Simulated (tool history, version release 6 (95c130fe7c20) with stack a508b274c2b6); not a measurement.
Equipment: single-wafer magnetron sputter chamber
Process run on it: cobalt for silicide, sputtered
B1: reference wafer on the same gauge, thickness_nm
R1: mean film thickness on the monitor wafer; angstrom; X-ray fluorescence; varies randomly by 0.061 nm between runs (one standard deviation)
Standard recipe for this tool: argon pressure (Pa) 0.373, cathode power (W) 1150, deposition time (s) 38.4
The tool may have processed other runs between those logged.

{"run": 1, "day": 0.0, "argon pressure (Pa)": 0.373, "cathode power (W)": 1300, "deposition time (s)": 35.8, "B1": 18.91, "R1": 209.97}
{"run": 2, "day": 2.962, "argon pressure (Pa)": 0.373, "cathode power (W)": 1300, "deposition time (s)": 35.8, "B1": 18.902, "R1": 210.65}
{"run": 3, "day": 5.688, "argon pressure (Pa)": 0.373, "cathode power (W)": 1300, "deposition time (s)": 35.8, "B1": 18.889, "R1": 211.23}
{"day": 7.688, "done": "sputter target and shields replaced"}
{"run": 4, "day": 8.25, "argon pressure (Pa)": 0.373, "cathode power (W)": 1150, "deposition time (s)": 38.4, "B1": 18.914, "R1": 206.53}
{"run": 5, "day": 9.45, "argon pressure (Pa)": 0.373, "cathode power (W)": 1150, "deposition time (s)": 38.4, "B1": 18.896, "R1": 206.19}
{"day": 11.721, "done": "magnet pack replaced"}
{"day": 11.788, "done": "capacitance manometer re-zeroed and calibrated"}
{"run": 6, "day": 12.558, "argon pressure (Pa)": 0.373, "cathode power (W)": 1150, "deposition time (s)": 38.4, "B1": 18.916, "R1": 202.02}
{"run": 7, "day": 15.504, "argon pressure (Pa)": 0.373, "cathode power (W)": 1150, "deposition time (s)": 38.4, "B1": 18.927, "R1": 201.74}
{"day": 16.079, "done": "sputter target and shields replaced"}
{"run": 8, "day": 16.567, "argon pressure (Pa)": 0.373, "cathode power (W)": 1150, "deposition time (s)": 38.4, "B1": 18.902, "R1": 203.4}
{"day": 18.333, "done": "gauge calibrated"}
{"run": 9, "day": 18.7, "argon pressure (Pa)": 0.373, "cathode power (W)": 1150, "deposition time (s)": 38.4, "B1": 18.905, "R1": 202.37}
{"run": 10, "day": 21.379, "argon pressure (Pa)": 0.32, "cathode power (W)": 1150, "deposition time (s)": 38.4, "B1": 18.905, "R1": 207.77}
{"day": 23.092, "done": "sputter target and shields replaced"}
{"run": 11, "day": 23.112, "argon pressure (Pa)": 0.522, "cathode power (W)": 1450, "deposition time (s)": 36.3, "B1": 18.891, "R1": 215.69}
{"run": 12, "day": 25.042, "argon pressure (Pa)": 0.373, "cathode power (W)": 1150, "deposition time (s)": 38.4, "B1": 18.899, "R1": 203.53}
{"run": 13, "day": 28.296, "argon pressure (Pa)": 0.309, "cathode power (W)": 1300, "deposition time (s)": 44.1, "B1": 18.909, "R1": 262.92}
{"run": 14, "day": 29.75, "argon pressure (Pa)": 0.522, "cathode power (W)": 1450, "deposition time (s)": 36.3, "B1": 18.898, "R1": 218.02}
{"day": 30.383, "done": "sputter target and shields replaced"}
{"run": 15, "day": 30.917, "argon pressure (Pa)": 0.373, "cathode power (W)": 1150, "deposition time (s)": 35.8, "B1": 18.905, "R1": 189.9}
{"run": 16, "day": 32.725, "argon pressure (Pa)": 0.373, "cathode power (W)": 1150, "deposition time (s)": 33.6, "B1": 18.9, "R1": 178.41}
{"run": 17, "day": 34.108, "argon pressure (Pa)": 0.314, "cathode power (W)": 1150, "deposition time (s)": 38.4, "B1": 18.924, "R1": 208.75}
{"run": 18, "day": 35.121, "argon pressure (Pa)": 0.443, "cathode power (W)": 1150, "deposition time (s)": 38.4, "B1": 18.924, "R1": 198.79}
{"run": 19, "day": 37.225, "argon pressure (Pa)": 0.373, "cathode power (W)": 1150, "deposition time (s)": 38.4, "B1": 18.878, "R1": 204.25}

Forecast each of these 4 alternatives for the next run:
{"run": "A", "day": 37.242, "argon pressure (Pa)": 0.373, "cathode power (W)": 1350, "deposition time (s)": 38.4, "B1": "?", "R1": "?"}
{"run": "B", "day": 37.242, "argon pressure (Pa)": 0.373, "cathode power (W)": 1300, "deposition time (s)": 35.9, "B1": "?", "R1": "?"}
{"run": "C", "day": 37.242, "argon pressure (Pa)": 0.373, "cathode power (W)": 850, "deposition time (s)": 38.4, "B1": "?", "R1": "?"}
{"run": "D", "day": 37.242, "argon pressure (Pa)": 0.373, "cathode power (W)": 1150, "deposition time (s)": 35.6, "B1": "?", "R1": "?"}

run=A B1=18.907 R1=231.63
run=B B1=18.907 R1=210.28
run=C B1=18.907 R1=164.52
run=D B1=18.907 R1=189.86
Take away the tool's hidden state, keep each run's random variation, and the runs would have read:
run=A R1=228.61
run=B R1=207.53
run=C R1=162.38
run=D R1=187.38
